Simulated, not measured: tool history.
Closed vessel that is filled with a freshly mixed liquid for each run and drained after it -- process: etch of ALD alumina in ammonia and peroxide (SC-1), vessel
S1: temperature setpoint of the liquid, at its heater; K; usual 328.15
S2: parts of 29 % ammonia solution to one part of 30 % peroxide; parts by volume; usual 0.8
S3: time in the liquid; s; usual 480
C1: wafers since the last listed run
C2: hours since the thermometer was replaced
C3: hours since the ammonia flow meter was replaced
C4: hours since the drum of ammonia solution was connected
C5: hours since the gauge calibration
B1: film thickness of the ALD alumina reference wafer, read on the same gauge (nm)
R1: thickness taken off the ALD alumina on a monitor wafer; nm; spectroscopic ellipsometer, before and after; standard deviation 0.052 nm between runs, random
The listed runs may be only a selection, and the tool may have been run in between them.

run,day,S1,S2,S3,C1,C2,C3,C4,C5,B1,R1
1,0,328.15,0.8,480,0,2190.9,23.8,280.4,2091.3,110.01,21.21
2,2.512,328.15,0.55,480,6432,2251.2,84.1,340.7,2151.6,109.99,20.61
# day 4.758: thermometer replaced
3,10.104,322.15,1.05,480,19329,128.3,266.3,522.9,2333.8,110,15.73
# day 10.625: new drum of ammonia solution connected
4,11.467,322.15,1.05,480,3381,161,299,20.2,2366.5,110,15.96
5,14.042,321.15,0.8,480,6592,222.8,360.8,82,2428.3,110.01,14.73
# day 14.538: gauge calibrated
6,16.679,328.15,1.2,665,6752,286.1,424.1,145.3,51.4,110.01,30.84
7,18.988,332.15,0.55,390,5909,341.5,479.5,200.7,106.8,110,20.73
8,20.238,335.15,0.95,685,3200,371.5,509.5,230.7,136.8,110,44.79
9,22.629,337.15,0.8,480,6123,428.9,566.9,288.1,194.2,110,33.96
10,24.946,324.65,1.15,480,5931,484.5,622.5,343.7,249.8,109.99,18.34
11,27.446,333.65,0.55,355,6400,544.5,682.5,403.7,309.8,110,20.35
12,29.838,331.15,0.8,480,6123,601.9,739.9,461.1,367.2,110,25.06
13,31.821,333.65,0.8,650,5077,649.5,787.5,508.7,414.8,110.01,38.6
14,33.538,318.15,0.8,480,4395,690.7,828.7,549.9,456,109.99,12.33
# day 36.317: new drum of ammonia solution connected
15,36.338,328.15,0.8,480,7061,757.9,895.9,0.5,523.2,110,21.61
16,39.196,318.15,0.8,480,7317,826.5,964.5,69.1,591.8,110.01,12.44
17,40.792,323.15,0.8,480,4085,864.8,1002.8,107.4,630.1,110.01,16.43
18,43.125,318.15,0.65,345,5973,920.8,1058.8,163.4,686.1,110,8.79
19,45.012,328.15,0.8,480,4832,966.1,1104.1,208.7,731.4,110,21.53
# day 47.954: ammonia flow meter replaced
20,50.95,328.15,1,685,15094,1108.6,71.9,351.2,873.9,110,31.03
21,53.925,328.15,0.8,325,7616,1180,143.3,422.6,945.3,109.98,14.39
22,56.346,324.65,0.8,480,6197,1238.1,201.4,480.7,1003.4,110,17.62
23,58.579,337.65,0.8,605,5717,1291.7,255,534.3,1057,109.99,43.5
24,60.729,328.15,0.8,480,5504,1343.3,306.6,585.9,1108.6,110,21.36
# day 61.338: new drum of ammonia solution connected
25,62.492,328.15,0.8,480,4405,1385.6,348.9,27.7,1150.9,110.01,21.47
26,65.292,325.65,0.5,480,7168,1452.8,416.1,94.9,1218.1,110,17.91
27,67.158,328.15,0.8,480,4779,1497.6,460.9,139.7,1262.9,110,21.51
28,73.946,319.15,0.65,265,17377,1660.5,623.8,302.6,1425.8,109.99,7.09
29,76.175,328.15,0.8,480,5707,1714,677.3,356.1,1479.3,110,21.4

For each entry between runs, how does the tool's hidden state at the last listed run before it compare with that at the first listed run after it?
Logged between run 2 and run 3: thermometer replaced (day 4.758)
  ammonia flow above the setpoint (%): 1.39 -> 3.1; ammonia solution weaker than its label (%): 9.8 -> 13.3
  difference, measured minus the result without the unlogged condition, R1: -0.18 -> -0.17 nm
Logged between run 3 and run 4: new drum of ammonia solution connected (day 10.625)
  ammonia flow above the setpoint (%): 3.1 -> 3.41; ammonia solution weaker than its label (%): 13.3 -> 0.759
  difference, measured minus the result without the unlogged condition, R1: -0.17 -> +0.04 nm
Logged between run 5 and run 6: gauge calibrated (day 14.538)
  ammonia flow above the setpoint (%): 3.99 -> 4.58; ammonia solution weaker than its label (%): 1.96 -> 3.2
  difference, measured minus the result without the unlogged condition, R1: +0.02 -> +0.04 nm
Logged between run 14 and run 15: new drum of ammonia solution connected (day 36.317)
  ammonia flow above the setpoint (%): 8.39 -> 9.02; ammonia solution weaker than its label (%): 11.1 -> 0.653
  difference, measured minus the result without the unlogged condition, R1: -0.05 -> +0.16 nm
Logged between run 19 and run 20: ammonia flow meter replaced (day 47.954)
  ammonia flow above the setpoint (%): 11 -> 1.42; ammonia solution weaker than its label (%): 4.71 -> 7.48
  difference, measured minus the result without the unlogged condition, R1: +0.11 -> -0.19 nm
Logged between run 24 and run 25: new drum of ammonia solution connected (day 61.338)
  ammonia flow above the setpoint (%): 3.63 -> 4.03; ammonia solution weaker than its label (%): 12.1 -> 2.01
  difference, measured minus the result without the unlogged condition, R1: -0.19 -> +0.04 nm
